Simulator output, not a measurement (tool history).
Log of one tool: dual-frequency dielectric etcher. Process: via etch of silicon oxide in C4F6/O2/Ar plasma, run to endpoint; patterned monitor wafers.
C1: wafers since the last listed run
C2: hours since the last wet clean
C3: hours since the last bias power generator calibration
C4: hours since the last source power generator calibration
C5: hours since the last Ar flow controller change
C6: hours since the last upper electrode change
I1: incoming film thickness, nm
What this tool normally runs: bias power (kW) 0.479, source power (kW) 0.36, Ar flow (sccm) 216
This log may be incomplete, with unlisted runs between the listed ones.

Run 1, hour 0: usual settings; C1 0; C2 344.9; C3 5167.2; C4 2449.8; C5 3623.8; C6 5200.3; I1 100.2. Result: endpoint time (s) 23.2.
Run 2, hour 8.4: usual settings; C1 147; C2 353.3; C3 5175.6; C4 2458.2; C5 3632.2; C6 5208.7; I1 101.8. Result: endpoint time (s) 23.6.
Run 3, hour 19: usual settings; C1 186; C2 363.9; C3 5186.2; C4 2468.8; C5 3642.8; C6 5219.3; I1 100.6. Result: endpoint time (s) 23.5.
Run 4, hour 34.1: usual settings; C1 265; C2 379; C3 5201.3; C4 2483.9; C5 3657.9; C6 5234.4; I1 101.6. Result: endpoint time (s) 23.7.
Run 5, hour 41.7: usual settings; C1 133; C2 386.6; C3 5208.9; C4 2491.5; C5 3665.5; C6 5242; I1 100.3. Result: endpoint time (s) 23.5.
Run 6, hour 76.9: usual settings; C1 618; C2 421.8; C3 5244.1; C4 2526.7; C5 3700.7; C6 5277.2; I1 99.6. Result: endpoint time (s) 23.3.
At hour 82.5: bias power generator calibrated.
Run 7, hour 85.1: usual settings; C1 73; C2 430; C3 2.6; C4 2534.9; C5 3708.9; C6 5285.4; I1 100.7. Result: endpoint time (s) 23.7.
Run 8, hour 98.7: usual settings; C1 238; C2 443.6; C3 16.2; C4 2548.5; C5 3722.5; C6 5299; I1 99.6. Result: endpoint time (s) 23.4.
Run 9, hour 104.7: usual settings; C1 105; C2 449.6; C3 22.2; C4 2554.5; C5 3728.5; C6 5305; I1 100.7. Result: endpoint time (s) 23.7.
Run 10, hour 118.7: usual settings but bias power (kW) 0.532, source power (kW) 0.41, Ar flow (sccm) 269; C1 245; C2 463.6; C3 36.2; C4 2568.5; C5 3742.5; C6 5319; I1 99.7. Result: endpoint time (s) 22.3.
At hour 145.4: wet clean of the chamber.
At hour 162: upper electrode replaced.
Run 11, hour 162.5: usual settings but source power (kW) 0.28, Ar flow (sccm) 162; C1 56; C2 17.1; C3 80; C4 2612.3; C5 3786.3; C6 0.5; I1 100.6. Result: endpoint time (s) 23.6.
Run 12, hour 162.8: usual settings but bias power (kW) 0.414, source power (kW) 0.32, Ar flow (sccm) 241; C1 5; C2 17.4; C3 80.3; C4 2612.6; C5 3786.6; C6 0.8; I1 100.2. Result: endpoint time (s) 24.8.
Run 13, hour 189.7: usual settings but bias power (kW) 0.397, source power (kW) 0.44, Ar flow (sccm) 244; C1 472; C2 44.3; C3 107.2; C4 2639.5; C5 3813.5; C6 27.7; I1 100.9. Result: endpoint time (s) 22.8.
Run 14, hour 204.5: usual settings but bias power (kW) 0.596, source power (kW) 0.44, Ar flow (sccm) 234; C1 260; C2 59.1; C3 122; C4 2654.3; C5 3828.3; C6 42.5; I1 100.1. Result: endpoint time (s) 19.8.
Run 15, hour 215.2: usual settings but bias power (kW) 0.561, source power (kW) 0.32, Ar flow (sccm) 231; C1 187; C2 69.8; C3 132.7; C4 2665; C5 3839; C6 53.2; I1 101.2. Result: endpoint time (s) 22.8.
Run 16, hour 232.7: usual settings but source power (kW) 0.41, Ar flow (sccm) 261; C1 307; C2 87.3; C3 150.2; C4 2682.5; C5 3856.5; C6 70.7; I1 100.4. Result: endpoint time (s) 22.2.
Run 17, hour 245.9: usual settings but bias power (kW) 0.531, source power (kW) 0.41, Ar flow (sccm) 260; C1 231; C2 100.5; C3 163.4; C4 2695.7; C5 3869.7; C6 83.9; I1 100.1. Result: endpoint time (s) 21.4.
At hour 257.7: Ar flow controller replaced.
Run 18, hour 261.7: usual settings; C1 172; C2 116.3; C3 179.2; C4 2711.5; C5 4; C6 99.7; I1 100.2. Result: endpoint time (s) 22.8.
Run 19, hour 270.5: usual settings but bias power (kW) 0.391, source power (kW) 0.38, Ar flow (sccm) 245; C1 154; C2 125.1; C3 188; C4 2720.3; C5 12.8; C6 108.5; I1 100.4. Result: endpoint time (s) 24.3.
At hour 276.6: source power generator calibrated.
Run 20, hour 277.1: usual settings but source power (kW) 0.29; C1 45; C2 131.7; C3 194.6; C4 0.5; C5 19.4; C6 115.1; I1 99.9. Result: endpoint time (s) 24.7.
Run 21, hour 284.5: usual settings but bias power (kW) 0.404, Ar flow (sccm) 245; C1 130; C2 139.1; C3 202; C4 7.9; C5 26.8; C6 122.5; I1 101.4. Result: endpoint time (s) 24.7.
Run 22, hour 299.1: usual settings but bias power (kW) 0.366, source power (kW) 0.33; C1 256; C2 153.7; C3 216.6; C4 22.5; C5 41.4; C6 137.1; I1 101.7. Result: endpoint time (s) 25.9.
Run 23, hour 308.6: usual settings but bias power (kW) 0.426, source power (kW) 0.42, Ar flow (sccm) 202; C1 166; C2 163.2; C3 226.1; C4 32; C5 50.9; C6 146.6; I1 99.1. Result: endpoint time (s) 21.9.
Run 24, hour 316: usual settings but bias power (kW) 0.514, source power (kW) 0.29, Ar flow (sccm) 258; C1 130; C2 170.6; C3 233.5; C4 39.4; C5 58.3; C6 154; I1 101.2. Result: endpoint time (s) 24.8.
Run 25, hour 325: usual settings; C1 158; C2 179.6; C3 242.5; C4 48.4; C5 67.3; C6 163; I1 99.3. Result: endpoint time (s) 22.7.
Run 26, hour 365.7: usual settings; C1 715; C2 220.3; C3 283.2; C4 89.1; C5 108; C6 203.7; I1 99.9. Result: endpoint time (s) 23.1.
Run 27, hour 404.6: usual settings but Ar flow (sccm) 232; C1 683; C2 259.2; C3 322.1; C4 128; C5 146.9; C6 242.6; I1 100.4. Result: endpoint time (s) 23.4.
Run 28, hour 421.4: usual settings but bias power (kW) 0.545; C1 295; C2 276; C3 338.9; C4 144.8; C5 163.7; C6 259.4; I1 100.9. Result: endpoint time (s) 22.4.
Run 29, hour 429.8: usual settings but source power (kW) 0.32, Ar flow (sccm) 233; C1 147; C2 284.4; C3 347.3; C4 153.2; C5 172.1; C6 267.8; I1 99.9. Result: endpoint time (s) 24.4.

What if the next run were any one of these 4? Each begins from the tool's condition after run 29:
Run A, hour 430.2: usual settings; C1 7; C2 284.8; C3 347.7; C4 153.6; C5 172.5; C6 268.2; I1 100.5. Result: endpoint time (s) ?.
Run B, hour 430.2: usual settings but bias power (kW) 0.586; C1 7; C2 284.8; C3 347.7; C4 153.6; C5 172.5; C6 268.2; I1 100.5. Result: endpoint time (s) ?.
Run C, hour 430.2: usual settings but bias power (kW) 0.403, source power (kW) 0.43, Ar flow (sccm) 163; C1 7; C2 284.8; C3 347.7; C4 153.6; C5 172.5; C6 268.2; I1 100.5. Result: endpoint time (s) ?.
Run D, hour 430.2: usual settings but bias power (kW) 0.432, source power (kW) 0.41; C1 7; C2 284.8; C3 347.7; C4 153.6; C5 172.5; C6 268.2; I1 100.5. Result: endpoint time (s) ?.

run  endpoint time (s)
  A               23.2
  B               21.7
  C               22.1
  D               22.9
With the hidden condition removed and each run's random variation left untouched, the same runs would have given:
run  endpoint time (s)
  A               22.5
  B                 21
  C               21.4
  D               22.2
